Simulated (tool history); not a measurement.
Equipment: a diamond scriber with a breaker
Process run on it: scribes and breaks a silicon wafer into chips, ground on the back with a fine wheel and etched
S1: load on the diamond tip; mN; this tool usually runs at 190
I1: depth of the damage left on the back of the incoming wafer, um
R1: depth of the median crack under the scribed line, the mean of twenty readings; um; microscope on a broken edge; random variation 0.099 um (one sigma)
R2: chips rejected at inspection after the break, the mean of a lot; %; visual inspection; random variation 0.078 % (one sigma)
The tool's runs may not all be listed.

| run | hour | S1 | I1 | R1 | R2 |
|---|---|---|---|---|---|
| 1 | 0.0 | 190 | 0.37 | 8.73 | 8.74 |
|  | 48.6 | load on the tip recalibrated |
| 2 | 65.5 | 190 | 0.43 | 9.26 | 4.36 |
| 3 | 136.9 | 190 | 0.32 | 9.30 | 4.31 |
| 4 | 180.2 | 190 | 0.59 | 9.04 | 4.69 |
| 5 | 247.1 | 209 | 0.38 | 9.39 | 2.82 |
| 6 | 307.2 | 209 | 0.74 | 9.45 | 3.03 |
|  | 342.0 | diamond tip replaced by a new one |
| 7 | 376.8 | 163 | 0.40 | 9.41 | 2.32 |
| 8 | 414.4 | 163 | 0.59 | 9.46 | 3.06 |
| 9 | 618.4 | 163 | 0.53 | 8.97 | 6.06 |
| 10 | 651.7 | 190 | 0.69 | 9.33 | 3.57 |
| 11 | 711.2 | 217 | 0.57 | 9.69 | 1.96 |
| 12 | 781.7 | 217 | 0.36 | 9.73 | 2.16 |
| 13 | 826.5 | 217 | 0.65 | 9.64 | 2.19 |
| 14 | 857.8 | 190 | 0.69 | 9.20 | 4.71 |
| 15 | 899.4 | 190 | 0.43 | 9.28 | 4.90 |
| 16 | 930.4 | 161 | 0.40 | 8.68 | 9.58 |
| 17 | 956.0 | 171 | 0.53 | 8.77 | 7.87 |
| 18 | 1025.5 | 168 | 0.50 | 8.70 | 9.13 |
| 19 | 1084.3 | 227 | 0.46 | 9.73 | 2.46 |
|  | 1115.9 | diamond tip replaced by a new one |
| 20 | 1149.7 | 190 | 0.72 | 9.71 | 2.10 |
| 21 | 1216.7 | 137 | 0.71 | 8.48 | 9.76 |
| 22 | 1275.9 | 152 | 0.49 | 8.79 | 8.72 |

Run 23 has not been measured yet. What should we expect?
| 23 | 1332.2 | 139 | 0.79 | ? | ? |

{"run 23": {"R1": 8.44, "R2": 13.04}}
Were there no unlogged condition in the tool, this run, its random variation unchanged, would have produced R1 9.29 um, R2 4.49 %.
